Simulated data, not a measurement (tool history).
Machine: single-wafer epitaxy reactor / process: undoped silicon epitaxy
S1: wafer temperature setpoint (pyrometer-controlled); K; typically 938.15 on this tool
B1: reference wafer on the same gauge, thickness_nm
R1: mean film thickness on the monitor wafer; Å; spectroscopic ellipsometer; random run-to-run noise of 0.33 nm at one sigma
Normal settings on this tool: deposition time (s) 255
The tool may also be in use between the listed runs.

Run 1, hour 0.0: usual settings; B1 50.744. Result: R1 609.25 Å.
Run 2, hour 29.8: usual settings; B1 50.790. Result: R1 609.15 Å.
Run 3, hour 61.1: usual settings; B1 50.828. Result: R1 603.14 Å.
Run 4, hour 74.0: usual settings but S1 930.15 K; B1 50.786. Result: R1 522.31 Å.
Run 5, hour 96.5: usual settings but S1 930.15 K; B1 50.810. Result: R1 522.90 Å.
Run 6, hour 124.6: usual settings but S1 930.15 K; B1 50.794. Result: R1 527.27 Å.
Run 7, hour 166.8: usual settings but S1 927.15 K; B1 50.819. Result: R1 497.71 Å.
Run 8, hour 191.9: usual settings but S1 927.15 K; B1 50.832. Result: R1 499.28 Å.
Run 9, hour 217.7: usual settings; B1 50.778. Result: R1 615.50 Å.
Run 10, hour 249.5: usual settings; B1 50.866. Result: R1 614.15 Å.
Run 11, hour 273.5: usual settings; B1 50.782. Result: R1 616.52 Å.
Run 12, hour 289.5: usual settings; B1 50.833. Result: R1 616.78 Å.
Run 13, hour 317.9: usual settings; B1 50.780. Result: R1 617.59 Å.
Run 14, hour 334.2: usual settings; B1 50.786. Result: R1 617.12 Å.
Run 15, hour 354.5: usual settings; B1 50.824. Result: R1 612.19 Å.
Run 16, hour 383.8: usual settings; B1 50.827. Result: R1 618.97 Å.
At hour 405.2: gauge calibrated.
Run 17, hour 419.5: usual settings; B1 50.761. Result: R1 614.63 Å.
Run 18, hour 432.8: usual settings but deposition time (s) 216; B1 50.806. Result: R1 521.27 Å.
Run 19, hour 450.7: usual settings but S1 949.15 K, deposition time (s) 277; B1 50.786. Result: R1 831.00 Å.
Run 20, hour 482.5: usual settings but S1 949.15 K, deposition time (s) 277; B1 50.825. Result: R1 820.61 Å.
Run 21, hour 512.7: usual settings but S1 949.15 K, deposition time (s) 277; B1 50.776. Result: R1 824.00 Å.
Run 22, hour 574.4: usual settings but deposition time (s) 220; B1 50.779. Result: R1 538.90 Å.
Run 23, hour 608.1: usual settings but deposition time (s) 220; B1 50.718. Result: R1 536.48 Å.
Run 24, hour 625.5: usual settings but S1 951.15 K, deposition time (s) 218; B1 50.858. Result: R1 682.68 Å.
Run 25, hour 648.2: usual settings but S1 943.15 K, deposition time (s) 205; B1 50.791. Result: R1 550.30 Å.
Run 26, hour 681.8: usual settings; B1 50.846. Result: R1 625.48 Å.
Run 27, hour 715.8: usual settings but S1 928.15 K, deposition time (s) 211; B1 50.821. Result: R1 431.78 Å.
Run 28, hour 735.3: usual settings but S1 951.15 K, deposition time (s) 282; B1 50.886. Result: R1 878.58 Å.
Run 29, hour 755.1: usual settings but S1 931.15 K, deposition time (s) 285; B1 50.810. Result: R1 616.72 Å.
Run 30, hour 784.4: usual settings but S1 945.15 K, deposition time (s) 275; B1 50.833. Result: R1 773.06 Å.
Run 31, hour 811.7: usual settings; B1 50.776. Result: R1 628.61 Å.
Run 32, hour 824.9: usual settings but S1 942.15 K; B1 50.783. Result: R1 678.42 Å.
At hour 858.5: pyrometer calibrated.
Run 33, hour 860.3: usual settings but S1 945.15 K; B1 50.799. Result: R1 648.62 Å.
Run 34, hour 875.3: usual settings but S1 951.15 K, deposition time (s) 225; B1 50.773. Result: R1 638.02 Å.
Run 35, hour 907.0: usual settings but S1 942.15 K, deposition time (s) 287; B1 50.807. Result: R1 683.35 Å.
Run 36, hour 927.0: usual settings; B1 50.794. Result: R1 577.53 Å.
Run 37, hour 953.7: usual settings but S1 928.15 K, deposition time (s) 272; B1 50.736. Result: R1 509.72 Å.
Run 38, hour 974.6: usual settings but S1 946.15 K, deposition time (s) 284; B1 50.834. Result: R1 734.39 Å.
Run 39, hour 1005.9: usual settings but S1 931.15 K, deposition time (s) 279; B1 50.743. Result: R1 549.63 Å.
Run 40, hour 1028.6: usual settings; B1 50.746. Result: R1 569.12 Å.
Run 41, hour 1042.5: usual settings; B1 50.819. Result: R1 575.66 Å.
Run 42, hour 1068.2: usual settings; B1 50.763. Result: R1 576.36 Å.
Run 43, hour 1090.4: usual settings but S1 953.15 K; B1 50.802. Result: R1 757.44 Å.
Run 44, hour 1122.3: usual settings but deposition time (s) 241; B1 50.779. Result: R1 547.51 Å.
At hour 1142.5: gauge calibrated.
Run 45, hour 1146.7: usual settings; B1 50.891. Result: R1 577.72 Å.
Run 46, hour 1169.6: usual settings but S1 948.15 K, deposition time (s) 302; B1 50.759. Result: R1 823.29 Å.
Run 47, hour 1188.8: usual settings but S1 949.15 K; B1 50.820. Result: R1 706.27 Å.

A few steps of R1 between consecutive runs. Split each: what settings, incoming material and random variation would produce without the hidden state, and what is left over for the hidden state, along with gauge scatter present in only one of the two compared results (measured, and without hidden state):
What the log doesn't record here: wafer temperature above the value expected at the setpoint (K); gauge reads high (%).
Run 18 -> 19: S1 938.15 -> 949.15, deposition time (s) 216 -> 277. R1 +309.73 Å: hidden state +18.01, all else +291.72.
Run 21 -> 22: S1 949.15 -> 938.15, deposition time (s) 277 -> 220. R1 -285.10 Å: hidden state -15.44, all else -269.66.
Run 27 -> 28: S1 928.15 -> 951.15, deposition time (s) 211 -> 282. R1 +446.80 Å: hidden state +30.54, all else +416.26.
Run 32 -> 33: S1 942.15 -> 945.15, pyrometer calibrated. R1 -29.80 Å: hidden state -64.37, all else +34.57.
